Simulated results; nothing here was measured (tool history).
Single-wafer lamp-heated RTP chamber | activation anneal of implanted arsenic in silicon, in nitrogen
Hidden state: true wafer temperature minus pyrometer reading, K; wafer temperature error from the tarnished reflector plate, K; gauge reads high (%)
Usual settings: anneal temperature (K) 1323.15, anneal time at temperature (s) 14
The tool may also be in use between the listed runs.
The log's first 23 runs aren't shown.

run,hour,anneal temperature (K),anneal time at temperature (s),wafers since the last listed run,wafers since the last pyrometer calibration,wafers since the reflector plate was cleaned,hours since the gauge calibration,"read-back reference wafer on the same gauge, sheet resistance",sheet resistance of the implanted and annealed layer (ohm/square)
24,301.8,1351.15,7,111,1674,1073,204.0,167.03,167.67
25,319.3,1304.15,18,325,1999,1398,221.5,167.03,171.42
26,331.9,1304.15,21,234,2233,1632,234.1,166.99,167.42
# hour 343.8: pyrometer window cleaned and pyrometer calibrated
27,345.0,1342.15,14,94,22,1727,247.2,167.09,157.96
28,351.7,1323.15,11,124,146,1851,253.9,166.93,171.47
29,363.4,1294.15,14,217,364,2069,265.6,166.89,185.17
30,379.0,1323.15,14,289,653,2358,281.2,166.90,165.86
31,394.6,1323.15,14,289,943,2648,296.8,167.01,165.71
32,401.1,1323.15,14,120,1064,2769,303.3,166.96,164.15
33,412.1,1294.15,19,204,1268,2973,314.3,167.00,175.75
34,420.0,1300.15,19,146,1415,3120,322.2,167.02,172.52
35,434.2,1300.15,11,263,1679,3384,336.4,166.97,186.81
36,442.1,1331.15,14,146,1826,3531,344.3,167.04,161.65
37,458.1,1323.15,10,297,2123,3828,360.3,166.97,172.56
38,471.3,1323.15,14,245,2368,4073,373.5,167.02,166.04

Forecast each of these 3 alternatives for the next run:
A,471.7,1323.15,19,7,2376,4081,373.9,?,?
B,471.7,1335.15,16,7,2376,4081,373.9,?,?
C,471.7,1334.15,9,7,2376,4081,373.9,?,?

run,"read-back reference wafer on the same gauge, sheet resistance",sheet resistance of the implanted and annealed layer (ohm/square)
A,166.93,159.25
B,166.93,157.44
C,166.93,169.90
Without the tool's hidden state the same runs would have given:
run,sheet resistance of the implanted and annealed layer (ohm/square)
A,161.16
B,159.12
C,172.18
